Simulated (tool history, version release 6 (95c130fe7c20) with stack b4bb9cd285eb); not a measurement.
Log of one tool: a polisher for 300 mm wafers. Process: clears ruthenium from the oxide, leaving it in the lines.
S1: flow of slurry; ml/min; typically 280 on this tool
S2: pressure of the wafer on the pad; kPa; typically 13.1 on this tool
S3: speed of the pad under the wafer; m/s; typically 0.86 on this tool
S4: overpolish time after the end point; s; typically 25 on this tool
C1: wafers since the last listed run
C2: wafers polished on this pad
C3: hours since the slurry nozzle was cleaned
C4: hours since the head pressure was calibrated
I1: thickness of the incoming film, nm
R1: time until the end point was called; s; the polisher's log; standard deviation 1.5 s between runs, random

| run | hour | S1 | S2 | S3 | S4 | C1 | C2 | C3 | C4 | I1 | R1 |
|---|---|---|---|---|---|---|---|---|---|---|---|
| 1 | 0 | 280 | 13.1 | 0.86 | 25 | 0 | 1050 | 112.7 | 344.7 | 110.7 | 114.7 |
|  | 49.7 | worn pad replaced by a new one |
| 2 | 67.5 | 280 | 13.1 | 0.64 | 25 | 422 | 118 | 180.2 | 412.2 | 107.6 | 145.8 |
| 3 | 117.7 | 280 | 13.1 | 0.64 | 25 | 333 | 451 | 230.4 | 462.4 | 112 | 155.9 |
| 4 | 182 | 280 | 13.1 | 0.64 | 25 | 427 | 879 | 294.7 | 526.7 | 107.9 | 153 |
| 5 | 208.7 | 280 | 13.1 | 0.86 | 25 | 177 | 1056 | 321.4 | 553.4 | 109.2 | 115.9 |
| 6 | 244.3 | 235 | 13.1 | 0.86 | 34 | 236 | 1293 | 357 | 589 | 112.2 | 122.1 |
|  | 269.8 | worn pad replaced by a new one |
| 7 | 278 | 235 | 13.1 | 0.86 | 34 | 197 | 54 | 390.7 | 622.7 | 111.8 | 126.9 |
| 8 | 348.9 | 235 | 13.1 | 0.86 | 34 | 471 | 525 | 461.6 | 693.6 | 107.8 | 129 |
|  | 356.6 | slurry nozzle cleaned |
| 9 | 387.5 | 280 | 13.1 | 0.86 | 25 | 249 | 775 | 30.9 | 732.2 | 110.2 | 130.2 |
|  | 437.7 | worn pad replaced by a new one, repeated, since the last time left the tool worse |
| 10 | 439.7 | 280 | 13.1 | 0.86 | 25 | 320 | 13 | 83.1 | 784.4 | 110.1 | 108.4 |
| 11 | 495.7 | 280 | 13.1 | 0.86 | 25 | 372 | 385 | 139.1 | 840.4 | 110.7 | 114.3 |
| 12 | 553.4 | 280 | 13.1 | 1.1 | 25 | 383 | 769 | 196.8 | 898.1 | 111.3 | 89.6 |
| 13 | 589.9 | 280 | 13.1 | 0.86 | 25 | 242 | 1011 | 233.3 | 934.6 | 109.3 | 117.4 |
|  | 596.5 | head pressure recalibrated |
|  | 636.7 | worn pad replaced by a new one |
| 14 | 644.3 | 280 | 13.1 | 0.86 | 25 | 321 | 50 | 287.7 | 47.8 | 108.1 | 109.1 |
| 15 | 694.2 | 280 | 11 | 0.86 | 34 | 331 | 382 | 337.6 | 97.7 | 111.3 | 137.9 |
|  | 729.5 | slurry nozzle cleaned |
| 16 | 753.4 | 375 | 11.7 | 1.1 | 11 | 386 | 768 | 23.9 | 156.9 | 109.7 | 99.7 |
| 17 | 793.4 | 220 | 13.1 | 1.02 | 25 | 265 | 1034 | 63.9 | 196.9 | 110.7 | 102.9 |
|  | 860.6 | worn pad replaced by a new one |
| 18 | 864.7 | 280 | 13.1 | 0.6 | 39 | 447 | 26 | 135.2 | 268.2 | 108.6 | 154.6 |
| 19 | 923.8 | 280 | 15.9 | 1.12 | 25 | 392 | 419 | 194.3 | 327.3 | 108.7 | 72.9 |
| 20 | 974.5 | 280 | 13.1 | 0.86 | 25 | 336 | 756 | 245 | 378 | 111.9 | 117.2 |
| 21 | 1035.9 | 215 | 13.1 | 0.86 | 15 | 408 | 1164 | 306.4 | 439.4 | 109.7 | 119.8 |
|  | 1056.6 | worn pad replaced by a new one |
| 22 | 1100 | 280 | 14.5 | 0.86 | 31 | 399 | 288 | 370.5 | 503.5 | 109.7 | 104 |

What if the next run were any one of these 3? Each begins from the tool's condition after run 22:
| A | 1100.5 | 225 | 13.1 | 0.86 | 25 | 3 | 291 | 371 | 504 | 108.6 | ? |
| B | 1100.5 | 335 | 17.2 | 0.58 | 35 | 3 | 291 | 371 | 504 | 108.6 | ? |
| C | 1100.5 | 280 | 13.1 | 0.86 | 40 | 3 | 291 | 371 | 504 | 108.6 | ? |

| run | R1 |
|---|---|
| A | 115.8 |
| B | 126.5 |
| C | 113.7 |
Without the tool's hidden state the same runs would have given:
| run | R1 |
|---|---|
| A | 112.6 |
| B | 123.1 |
| C | 110.7 |
